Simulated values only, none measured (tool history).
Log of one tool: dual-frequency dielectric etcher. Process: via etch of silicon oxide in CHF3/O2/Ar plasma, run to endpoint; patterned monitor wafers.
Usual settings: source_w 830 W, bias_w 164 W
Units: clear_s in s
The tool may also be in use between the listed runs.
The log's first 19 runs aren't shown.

run    hour  source_w  bias_w  incoming incoming film thickness, nm  clear_s
 20    1295       830     153                                   790    378.3
 21  1401.1       930     200                                 785.1    319.2
 22  1489.7      1020     153                                 795.1    343.8
     1570.3  -- source power generator calibrated
 23  1590.7       830     197                                 782.6    358.7
     1702.4  -- wet clean of the chamber
 24  1702.9       910     149                                 787.3    365.3
 25  1746.3       760     192                                 799.4    379.6
 26  1837.6       830     164                                 789.6    376.2
 27  1895.1       830     164                                 787.2      376
 28  1935.2       890     190                                 782.2    340.1
 29  2015.2       830     164                                 787.6    378.7
 30    2106       830     197                                 793.6    360.2
 31  2171.3       740     197                                 793.6    390.5
 32    2278       830     188                                 789.2      371
 33  2316.4       900     164                                 787.6    370.8
     2363.6  -- wet clean of the chamber
 34  2365.5       720     201                                   786    376.3

4 ways to go on from here, each from the tool as it stands after run 34. What would each give?
  A  2366       830     164                                 789.8        ?
  B  2366       620     134                                 789.8        ?
  C  2366       830     182                                 789.8        ?
  D  2366       900     151                                 789.8        ?

run  clear_s
  A      377
  B    498.2
  C    362.3
  D    370.1
Without the tool's hidden state the same runs would have given:
run  clear_s
  A      377
  B    498.2
  C    362.4
  D    370.2
